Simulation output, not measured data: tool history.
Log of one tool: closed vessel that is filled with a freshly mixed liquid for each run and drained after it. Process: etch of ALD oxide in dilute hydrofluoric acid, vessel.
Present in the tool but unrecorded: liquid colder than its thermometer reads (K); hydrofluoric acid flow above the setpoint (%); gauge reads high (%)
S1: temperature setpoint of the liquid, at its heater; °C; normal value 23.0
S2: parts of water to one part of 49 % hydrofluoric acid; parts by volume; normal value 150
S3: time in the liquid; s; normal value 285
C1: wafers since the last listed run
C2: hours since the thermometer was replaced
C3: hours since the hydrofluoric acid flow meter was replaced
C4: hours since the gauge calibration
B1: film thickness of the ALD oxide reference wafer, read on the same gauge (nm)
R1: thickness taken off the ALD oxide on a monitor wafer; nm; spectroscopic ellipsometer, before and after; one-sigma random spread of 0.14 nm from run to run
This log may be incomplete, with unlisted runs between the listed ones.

{"run": 1, "day": 0.0, "S1": 23.0, "S2": 150, "S3": 285, "C1": 0, "C2": 438.7, "C3": 105.2, "C4": 1551.8, "B1": 140.02, "R1": 21.94}
{"run": 2, "day": 1.688, "S1": 23.0, "S2": 150, "S3": 285, "C1": 2695, "C2": 479.2, "C3": 145.7, "C4": 1592.3, "B1": 139.97, "R1": 21.65}
{"run": 3, "day": 5.879, "S1": 23.0, "S2": 150, "S3": 285, "C1": 6696, "C2": 579.8, "C3": 246.3, "C4": 1692.9, "B1": 139.99, "R1": 21.62}
{"run": 4, "day": 8.346, "S1": 26.0, "S2": 150, "S3": 285, "C1": 3940, "C2": 639.0, "C3": 305.5, "C4": 1752.1, "B1": 140.01, "R1": 24.46}
{"run": 5, "day": 10.767, "S1": 23.0, "S2": 150, "S3": 285, "C1": 3867, "C2": 697.1, "C3": 363.6, "C4": 1810.2, "B1": 140.01, "R1": 21.8}
{"run": 6, "day": 13.108, "S1": 23.0, "S2": 150, "S3": 285, "C1": 3740, "C2": 753.3, "C3": 419.8, "C4": 1866.4, "B1": 140.05, "R1": 21.53}
{"day": 16.362, "done": "gauge calibrated"}
{"run": 7, "day": 16.596, "S1": 23.0, "S2": 150, "S3": 285, "C1": 5571, "C2": 837.0, "C3": 503.5, "C4": 5.6, "B1": 139.98, "R1": 21.79}
{"run": 8, "day": 18.308, "S1": 23.0, "S2": 150, "S3": 285, "C1": 2735, "C2": 878.1, "C3": 544.6, "C4": 46.7, "B1": 140.0, "R1": 21.57}
{"run": 9, "day": 25.55, "S1": 23.0, "S2": 150, "S3": 285, "C1": 11568, "C2": 1051.9, "C3": 718.4, "C4": 220.5, "B1": 139.94, "R1": 21.45}
{"run": 10, "day": 29.938, "S1": 23.0, "S2": 150, "S3": 285, "C1": 7009, "C2": 1157.2, "C3": 823.7, "C4": 325.8, "B1": 140.03, "R1": 21.58}
{"run": 11, "day": 32.683, "S1": 23.0, "S2": 90, "S3": 420, "C1": 4386, "C2": 1223.1, "C3": 889.6, "C4": 391.7, "B1": 139.94, "R1": 57.01}
{"run": 12, "day": 34.996, "S1": 23.0, "S2": 115, "S3": 285, "C1": 3694, "C2": 1278.6, "C3": 945.1, "C4": 447.2, "B1": 140.01, "R1": 29.41}
{"run": 13, "day": 38.212, "S1": 18.0, "S2": 225, "S3": 285, "C1": 5138, "C2": 1355.8, "C3": 1022.3, "C4": 524.4, "B1": 140.02, "R1": 10.98}
{"day": 39.262, "done": "thermometer replaced"}
{"run": 14, "day": 40.596, "S1": 27.0, "S2": 150, "S3": 285, "C1": 3740, "C2": 32.0, "C3": 1079.5, "C4": 581.6, "B1": 139.99, "R1": 25.19}
{"run": 15, "day": 43.642, "S1": 23.0, "S2": 150, "S3": 285, "C1": 4865, "C2": 105.1, "C3": 1152.6, "C4": 654.7, "B1": 139.97, "R1": 21.61}
{"run": 16, "day": 45.708, "S1": 23.0, "S2": 150, "S3": 285, "C1": 3301, "C2": 154.7, "C3": 1202.2, "C4": 704.3, "B1": 140.03, "R1": 21.96}
{"day": 45.929, "done": "hydrofluoric acid flow meter replaced"}
{"run": 17, "day": 48.812, "S1": 23.0, "S2": 150, "S3": 365, "C1": 4892, "C2": 229.2, "C3": 69.2, "C4": 778.8, "B1": 139.98, "R1": 27.97}
{"run": 18, "day": 51.188, "S1": 23.0, "S2": 205, "S3": 285, "C1": 3794, "C2": 286.2, "C3": 126.2, "C4": 835.8, "B1": 139.96, "R1": 14.84}
{"run": 19, "day": 52.854, "S1": 25.5, "S2": 200, "S3": 285, "C1": 2662, "C2": 326.2, "C3": 166.2, "C4": 875.8, "B1": 140.05, "R1": 17.03}
{"run": 20, "day": 54.962, "S1": 19.0, "S2": 200, "S3": 180, "C1": 3368, "C2": 376.8, "C3": 216.8, "C4": 926.4, "B1": 139.96, "R1": 8.36}
{"run": 21, "day": 57.975, "S1": 18.0, "S2": 110, "S3": 360, "C1": 4812, "C2": 449.1, "C3": 289.1, "C4": 998.7, "B1": 140.01, "R1": 32.17}
{"run": 22, "day": 62.117, "S1": 21.5, "S2": 150, "S3": 285, "C1": 6616, "C2": 548.5, "C3": 388.5, "C4": 1098.1, "B1": 139.94, "R1": 20.45}
{"run": 23, "day": 65.917, "S1": 26.0, "S2": 150, "S3": 140, "C1": 6070, "C2": 639.7, "C3": 479.7, "C4": 1189.3, "B1": 139.96, "R1": 11.99}
{"run": 24, "day": 69.9, "S1": 28.0, "S2": 150, "S3": 285, "C1": 6363, "C2": 735.3, "C3": 575.3, "C4": 1284.9, "B1": 140.03, "R1": 26.49}
{"run": 25, "day": 71.667, "S1": 23.0, "S2": 200, "S3": 395, "C1": 2822, "C2": 777.7, "C3": 617.7, "C4": 1327.3, "B1": 140.0, "R1": 21.71}
{"run": 26, "day": 73.771, "S1": 23.0, "S2": 190, "S3": 330, "C1": 3361, "C2": 828.2, "C3": 668.2, "C4": 1377.8, "B1": 139.97, "R1": 18.83}
{"run": 27, "day": 77.867, "S1": 23.0, "S2": 150, "S3": 285, "C1": 6543, "C2": 926.5, "C3": 766.5, "C4": 1476.1, "B1": 140.0, "R1": 21.46}
{"run": 28, "day": 79.375, "S1": 20.0, "S2": 150, "S3": 190, "C1": 2409, "C2": 962.7, "C3": 802.7, "C4": 1512.3, "B1": 140.0, "R1": 12.81}
{"run": 29, "day": 82.783, "S1": 25.0, "S2": 150, "S3": 285, "C1": 5444, "C2": 1044.5, "C3": 884.5, "C4": 1594.1, "B1": 139.97, "R1": 23.34}
{"run": 30, "day": 87.188, "S1": 20.0, "S2": 180, "S3": 285, "C1": 7035, "C2": 1150.2, "C3": 990.2, "C4": 1699.8, "B1": 139.99, "R1": 15.51}
{"run": 31, "day": 89.488, "S1": 26.5, "S2": 125, "S3": 115, "C1": 3674, "C2": 1205.4, "C3": 1045.4, "C4": 1755.0, "B1": 139.95, "R1": 12.47}
{"day": 91.421, "done": "thermometer replaced"}
{"run": 32, "day": 93.504, "S1": 19.5, "S2": 150, "S3": 365, "C1": 6350, "C2": 50.0, "C3": 1141.8, "C4": 1851.4, "B1": 139.97, "R1": 24.12}
{"run": 33, "day": 97.775, "S1": 23.0, "S2": 150, "S3": 285, "C1": 6822, "C2": 152.5, "C3": 1244.3, "C4": 1953.9, "B1": 140.03, "R1": 21.65}

The tool's hidden state at each run:
liquid colder than its thermometer reads (K): 0 across all the runs
hydrofluoric acid flow above the setpoint (%): 0 across all the runs
gauge reads high (%): 0 across all the runs

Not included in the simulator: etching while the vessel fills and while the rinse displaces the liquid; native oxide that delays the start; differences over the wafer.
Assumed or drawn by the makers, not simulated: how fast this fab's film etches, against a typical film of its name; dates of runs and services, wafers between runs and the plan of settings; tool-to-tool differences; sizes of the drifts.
